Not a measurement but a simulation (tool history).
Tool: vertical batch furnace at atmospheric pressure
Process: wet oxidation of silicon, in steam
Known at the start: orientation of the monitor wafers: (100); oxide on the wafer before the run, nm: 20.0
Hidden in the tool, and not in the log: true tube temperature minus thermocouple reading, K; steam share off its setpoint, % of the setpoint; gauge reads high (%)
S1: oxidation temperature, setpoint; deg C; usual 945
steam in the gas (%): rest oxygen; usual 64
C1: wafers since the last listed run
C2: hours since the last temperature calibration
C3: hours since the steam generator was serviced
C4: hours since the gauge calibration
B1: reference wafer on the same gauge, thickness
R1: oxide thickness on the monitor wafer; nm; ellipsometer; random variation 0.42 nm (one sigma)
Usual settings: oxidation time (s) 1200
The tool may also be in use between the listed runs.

Run 1, hour 0.0: usual settings; C1 0; C2 1208.5; C3 2811.1; C4 807.1; B1 70.35. Result: R1 83.27 nm.
Run 2, hour 42.9: usual settings but steam in the gas (%) 61; C1 723; C2 1251.4; C3 2854.0; C4 850.0; B1 70.50. Result: R1 80.42 nm.
Run 3, hour 69.3: usual settings; C1 444; C2 1277.8; C3 2880.4; C4 876.4; B1 70.65. Result: R1 82.81 nm.
Run 4, hour 105.3: usual settings; C1 606; C2 1313.8; C3 2916.4; C4 912.4; B1 70.35. Result: R1 83.63 nm.
Run 5, hour 132.2: usual settings; C1 453; C2 1340.7; C3 2943.3; C4 939.3; B1 70.50. Result: R1 82.33 nm.
Run 6, hour 290.6: usual settings; C1 2669; C2 1499.1; C3 3101.7; C4 1097.7; B1 70.72. Result: R1 82.72 nm.
Run 7, hour 331.1: usual settings; C1 682; C2 1539.6; C3 3142.2; C4 1138.2; B1 70.70. Result: R1 83.01 nm.
At hour 402.3: thermocouples replaced and temperature profile calibrated.
Run 8, hour 402.8: usual settings; C1 803; C2 0.5; C3 3213.9; C4 1209.9; B1 70.35. Result: R1 83.69 nm.
Run 9, hour 428.6: usual settings; C1 434; C2 26.3; C3 3239.7; C4 1235.7; B1 70.44. Result: R1 83.52 nm.
At hour 481.7: steam generator serviced.
Run 10, hour 482.2: usual settings; C1 498; C2 79.9; C3 0.5; C4 1289.3; B1 70.42. Result: R1 87.79 nm.
Run 11, hour 532.8: usual settings; C1 852; C2 130.5; C3 51.1; C4 1339.9; B1 70.59. Result: R1 88.08 nm.
Run 12, hour 567.2: usual settings; C1 579; C2 164.9; C3 85.5; C4 1374.3; B1 70.68. Result: R1 87.10 nm.
Run 13, hour 622.7: usual settings; C1 935; C2 220.4; C3 141.0; C4 1429.8; B1 70.61. Result: R1 87.32 nm.
Run 14, hour 660.4: usual settings but oxidation time (s) 1590; C1 635; C2 258.1; C3 178.7; C4 1467.5; B1 70.43. Result: R1 106.49 nm.
Run 15, hour 695.2: usual settings but S1 953 deg C; C1 586; C2 292.9; C3 213.5; C4 1502.3; B1 70.47. Result: R1 93.20 nm.
Run 16, hour 766.5: usual settings but S1 954 deg C, steam in the gas (%) 68; C1 1201; C2 364.2; C3 284.8; C4 1573.6; B1 70.52. Result: R1 98.64 nm.
Run 17, hour 795.6: usual settings but oxidation time (s) 750; C1 490; C2 393.3; C3 313.9; C4 1602.7; B1 70.64. Result: R1 62.55 nm.
Run 18, hour 860.1: usual settings but steam in the gas (%) 61; C1 1087; C2 457.8; C3 378.4; C4 1667.2; B1 70.45. Result: R1 83.50 nm.
Run 19, hour 918.7: usual settings but S1 967 deg C; C1 987; C2 516.4; C3 437.0; C4 1725.8; B1 70.53. Result: R1 106.37 nm.
Run 20, hour 1012.0: usual settings but oxidation time (s) 1500; C1 1572; C2 609.7; C3 530.3; C4 1819.1; B1 70.59. Result: R1 101.41 nm.
At hour 1038.3: gauge calibrated.
Run 21, hour 1082.9: usual settings but steam in the gas (%) 72; C1 1194; C2 680.6; C3 601.2; C4 44.6; B1 70.40. Result: R1 93.02 nm.
Run 22, hour 1114.1: usual settings; C1 525; C2 711.8; C3 632.4; C4 75.8; B1 70.56. Result: R1 86.30 nm.
Run 23, hour 1142.4: usual settings but S1 933 deg C, steam in the gas (%) 57; C1 476; C2 740.1; C3 660.7; C4 104.1; B1 70.50. Result: R1 71.26 nm.
Run 24, hour 1174.5: usual settings but S1 933 deg C, oxidation time (s) 720, steam in the gas (%) 68; C1 541; C2 772.2; C3 692.8; C4 136.2; B1 70.42. Result: R1 56.86 nm.
Run 25, hour 1234.0: usual settings; C1 1002; C2 831.7; C3 752.3; C4 195.7; B1 70.46. Result: R1 84.86 nm.
Run 26, hour 1267.1: usual settings but S1 922 deg C, oxidation time (s) 1050, steam in the gas (%) 73; C1 557; C2 864.8; C3 785.4; C4 228.8; B1 70.54. Result: R1 69.12 nm.
Run 27, hour 1328.7: usual settings but S1 962 deg C, oxidation time (s) 1020; C1 1038; C2 926.4; C3 847.0; C4 290.4; B1 70.57. Result: R1 89.89 nm.
Run 28, hour 1388.8: usual settings; C1 1012; C2 986.5; C3 907.1; C4 350.5; B1 70.49. Result: R1 85.22 nm.
Run 29, hour 1438.3: usual settings but steam in the gas (%) 71; C1 834; C2 1036.0; C3 956.6; C4 400.0; B1 70.33. Result: R1 91.40 nm.
Run 30, hour 1498.5: usual settings but S1 965 deg C, oxidation time (s) 960, steam in the gas (%) 60; C1 1014; C2 1096.2; C3 1016.8; C4 460.2; B1 70.54. Result: R1 84.17 nm.
Run 31, hour 1564.8: usual settings; C1 1117; C2 1162.5; C3 1083.1; C4 526.5; B1 70.55. Result: R1 84.15 nm.
Run 32, hour 1623.7: usual settings but oxidation time (s) 690; C1 992; C2 1221.4; C3 1142.0; C4 585.4; B1 70.62. Result: R1 58.61 nm.
Run 33, hour 1664.7: usual settings but steam in the gas (%) 75; C1 691; C2 1262.4; C3 1183.0; C4 626.4; B1 70.53. Result: R1 95.31 nm.
Run 34, hour 1708.8: usual settings; C1 743; C2 1306.5; C3 1227.1; C4 670.5; B1 70.57. Result: R1 84.29 nm.
Run 35, hour 1744.4: usual settings; C1 600; C2 1342.1; C3 1262.7; C4 706.1; B1 70.61. Result: R1 84.84 nm.
Run 36, hour 1790.1: usual settings but oxidation time (s) 720, steam in the gas (%) 53; C1 770; C2 1387.8; C3 1308.4; C4 751.8; B1 70.37. Result: R1 53.57 nm.
Run 37, hour 1839.1: usual settings but S1 933 deg C, oxidation time (s) 1560, steam in the gas (%) 72; C1 825; C2 1436.8; C3 1357.4; C4 800.8; B1 70.58. Result: R1 99.38 nm.

Forecast each of these 5 alternatives for the next run:
Run A, hour 1843.3: usual settings; C1 70; C2 1441.0; C3 1361.6; C4 805.0; B1 ?. Result: R1 ?.
Run B, hour 1843.3: usual settings but oxidation time (s) 1590, steam in the gas (%) 71; C1 70; C2 1441.0; C3 1361.6; C4 805.0; B1 ?. Result: R1 ?.
Run C, hour 1843.3: usual settings but S1 926 deg C, oxidation time (s) 1470, steam in the gas (%) 72; C1 70; C2 1441.0; C3 1361.6; C4 805.0; B1 ?. Result: R1 ?.
Run D, hour 1843.3: usual settings but S1 933 deg C, steam in the gas (%) 55; C1 70; C2 1441.0; C3 1361.6; C4 805.0; B1 ?. Result: R1 ?.
Run E, hour 1843.3: usual settings but S1 935 deg C, oxidation time (s) 1590, steam in the gas (%) 56; C1 70; C2 1441.0; C3 1361.6; C4 805.0; B1 ?. Result: R1 ?.

run     B1      R1
  A  70.41   84.46
  B  70.41  111.74
  C  70.41   88.77
  D  70.41   68.20
  E  70.41   85.38
Without the tool's hidden state the same runs would have given:
run      R1
  A   88.11
  B  116.80
  C   92.68
  D   70.97
  E   89.09
